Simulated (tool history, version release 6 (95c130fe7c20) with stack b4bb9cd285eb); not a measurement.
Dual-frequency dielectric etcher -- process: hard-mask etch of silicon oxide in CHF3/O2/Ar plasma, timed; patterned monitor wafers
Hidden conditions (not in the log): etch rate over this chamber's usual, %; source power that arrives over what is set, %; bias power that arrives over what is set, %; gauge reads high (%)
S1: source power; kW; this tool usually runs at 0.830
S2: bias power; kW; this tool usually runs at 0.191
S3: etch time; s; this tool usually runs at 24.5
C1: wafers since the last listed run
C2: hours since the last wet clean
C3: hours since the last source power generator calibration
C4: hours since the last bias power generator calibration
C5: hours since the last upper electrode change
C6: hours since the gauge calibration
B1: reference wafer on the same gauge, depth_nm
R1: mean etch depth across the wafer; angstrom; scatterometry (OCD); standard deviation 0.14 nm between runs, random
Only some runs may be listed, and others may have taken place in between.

Run 1, day 0.000: usual settings; C1 0; C2 271.4; C3 1764.0; C4 4930.0; C5 3871.5; C6 149.8; B1 53.8. Result: R1 593 angstrom.
Run 2, day 0.412: usual settings but S2 0.161 kW; C1 107; C2 281.3; C3 1773.9; C4 4939.9; C5 3881.4; C6 159.7; B1 53.8. Result: R1 562 angstrom.
Run 3, day 0.783: usual settings but S2 0.161 kW; C1 96; C2 290.2; C3 1782.8; C4 4948.8; C5 3890.3; C6 168.6; B1 53.8. Result: R1 559 angstrom.
Run 4, day 1.075: usual settings but S2 0.207 kW, S3 29.5 s; C1 76; C2 297.2; C3 1789.8; C4 4955.8; C5 3897.3; C6 175.6; B1 53.8. Result: R1 740 angstrom.
Run 5, day 1.562: usual settings but S2 0.207 kW, S3 29.5 s; C1 127; C2 308.9; C3 1801.5; C4 4967.5; C5 3909.0; C6 187.3; B1 53.8. Result: R1 738 angstrom.
At day 1.679: gauge calibrated.
Run 6, day 2.038: usual settings; C1 123; C2 320.3; C3 1812.9; C4 4978.9; C5 3920.4; C6 8.6; B1 53.9. Result: R1 596 angstrom.
At day 2.392: bias power generator calibrated.
Run 7, day 2.412: usual settings but S3 22.0 s; C1 54; C2 329.3; C3 1821.9; C4 0.5; C5 3929.4; C6 17.6; B1 53.9. Result: R1 535 angstrom.
Run 8, day 2.692: usual settings but S3 22.0 s; C1 72; C2 336.0; C3 1828.6; C4 7.2; C5 3936.1; C6 24.3; B1 53.8. Result: R1 535 angstrom.
Run 9, day 2.954: usual settings but S3 22.0 s; C1 68; C2 342.3; C3 1834.9; C4 13.5; C5 3942.4; C6 30.6; B1 53.8. Result: R1 537 angstrom.
At day 3.750: source power generator calibrated.
Run 10, day 3.771: usual settings; C1 169; C2 361.9; C3 0.5; C4 33.1; C5 3962.0; C6 50.2; B1 53.8. Result: R1 598 angstrom.
Run 11, day 3.988: usual settings; C1 56; C2 367.1; C3 5.7; C4 38.3; C5 3967.2; C6 55.4; B1 53.8. Result: R1 596 angstrom.
At day 5.300: upper electrode replaced.
Run 12, day 5.321: usual settings but S1 0.750 kW; C1 86; C2 399.1; C3 37.7; C4 70.3; C5 0.5; C6 87.4; B1 53.7. Result: R1 574 angstrom.
Run 13, day 5.333: usual settings but S1 0.650 kW, S2 0.224 kW; C1 3; C2 399.4; C3 38.0; C4 70.6; C5 0.8; C6 87.7; B1 53.8. Result: R1 566 angstrom.
Run 14, day 5.379: usual settings but S1 0.760 kW, S2 0.171 kW; C1 11; C2 400.5; C3 39.1; C4 71.7; C5 1.9; C6 88.8; B1 53.8. Result: R1 554 angstrom.
Run 15, day 6.050: usual settings but S1 0.750 kW; C1 174; C2 416.6; C3 55.2; C4 87.8; C5 18.0; C6 104.9; B1 53.8. Result: R1 573 angstrom.
Run 16, day 6.558: usual settings but S2 0.213 kW; C1 132; C2 428.8; C3 67.4; C4 100.0; C5 30.2; C6 117.1; B1 53.8. Result: R1 625 angstrom.
Run 17, day 7.229: usual settings but S1 0.750 kW, S3 18.5 s; C1 174; C2 444.9; C3 83.5; C4 116.1; C5 46.3; C6 133.2; B1 53.8. Result: R1 433 angstrom.
Run 18, day 7.658: usual settings but S1 0.770 kW; C1 111; C2 455.2; C3 93.8; C4 126.4; C5 56.6; C6 143.5; B1 53.8. Result: R1 580 angstrom.
Run 19, day 7.917: usual settings but S1 0.910 kW, S3 20.0 s; C1 67; C2 461.4; C3 100.0; C4 132.6; C5 62.8; C6 149.7; B1 53.8. Result: R1 510 angstrom.
At day 9.133: wet clean of the chamber.
Run 20, day 9.154: usual settings but S1 0.770 kW, S3 18.5 s; C1 61; C2 0.5; C3 129.7; C4 162.3; C5 92.5; C6 179.4; B1 53.8. Result: R1 423 angstrom.
Run 21, day 9.171: usual settings but S1 0.910 kW, S2 0.222 kW, S3 18.0 s; C1 4; C2 0.9; C3 130.1; C4 162.7; C5 92.9; C6 179.8; B1 53.8. Result: R1 470 angstrom.
Run 22, day 9.596: usual settings but S1 0.900 kW; C1 110; C2 11.1; C3 140.3; C4 172.9; C5 103.1; C6 190.0; B1 53.8. Result: R1 601 angstrom.
Run 23, day 10.054: usual settings but S1 0.680 kW, S2 0.154 kW, S3 29.5 s; C1 119; C2 22.1; C3 151.3; C4 183.9; C5 114.1; C6 201.0; B1 53.8. Result: R1 594 angstrom.
At day 10.404: gauge calibrated.
Run 24, day 10.662: usual settings; C1 158; C2 36.7; C3 165.9; C4 198.5; C5 128.7; C6 6.2; B1 53.8. Result: R1 582 angstrom.
Run 25, day 11.212: usual settings but S3 29.5 s; C1 143; C2 49.9; C3 179.1; C4 211.7; C5 141.9; C6 19.4; B1 53.8. Result: R1 701 angstrom.
Run 26, day 11.842: usual settings but S2 0.207 kW, S3 29.5 s; C1 163; C2 65.0; C3 194.2; C4 226.8; C5 157.0; C6 34.5; B1 53.8. Result: R1 724 angstrom.
Run 27, day 12.300: usual settings; C1 119; C2 76.0; C3 205.2; C4 237.8; C5 168.0; C6 45.5; B1 53.8. Result: R1 584 angstrom.
Run 28, day 12.904: usual settings but S1 0.990 kW, S2 0.208 kW; C1 157; C2 90.5; C3 219.7; C4 252.3; C5 182.5; C6 60.0; B1 53.8. Result: R1 650 angstrom.
Run 29, day 13.275: usual settings; C1 96; C2 99.4; C3 228.6; C4 261.2; C5 191.4; C6 68.9; B1 53.8. Result: R1 585 angstrom.
Run 30, day 13.817: usual settings; C1 141; C2 112.4; C3 241.6; C4 274.2; C5 204.4; C6 81.9; B1 53.8. Result: R1 583 angstrom.
Run 31, day 14.188: usual settings but S1 0.760 kW, S2 0.170 kW, S3 20.5 s; C1 96; C2 121.3; C3 250.5; C4 283.1; C5 213.3; C6 90.8; B1 53.8. Result: R1 452 angstrom.

Hidden condition of the tool, last listed run before each entry between runs versus first listed run after:
From run 5 to run 6: gauge calibrated (day 1.679)
  etch rate over this chamber's usual, %: 2.12 -> 2.18
  the result without the hidden state subtracted from the measured one, R1: +15 -> +13 angstrom
From run 6 to run 7: bias power generator calibrated (day 2.392)
  etch rate over this chamber's usual, %: 2.18 -> 2.23
  the result without the hidden state subtracted from the measured one, R1: +13 -> +12 angstrom
From run 9 to run 10: source power generator calibrated (day 3.750)
  etch rate over this chamber's usual, %: 2.3 -> 2.41
  the result without the hidden state subtracted from the measured one, R1: +12 -> +14 angstrom
From run 11 to run 12: upper electrode replaced (day 5.300)
  etch rate over this chamber's usual, %: 2.44 -> 2.62
  the result without the hidden state subtracted from the measured one, R1: +14 -> +15 angstrom
From run 19 to run 20: wet clean of the chamber (day 9.133)
  etch rate over this chamber's usual, %: 2.97 -> -0.28
  the result without the hidden state subtracted from the measured one, R1: +15 -> -1 angstrom
From run 23 to run 24: gauge calibrated (day 10.404)
  etch rate over this chamber's usual, %: -0.159 -> -0.0771
  the result without the hidden state subtracted from the measured one, R1: -1 -> -1 angstrom

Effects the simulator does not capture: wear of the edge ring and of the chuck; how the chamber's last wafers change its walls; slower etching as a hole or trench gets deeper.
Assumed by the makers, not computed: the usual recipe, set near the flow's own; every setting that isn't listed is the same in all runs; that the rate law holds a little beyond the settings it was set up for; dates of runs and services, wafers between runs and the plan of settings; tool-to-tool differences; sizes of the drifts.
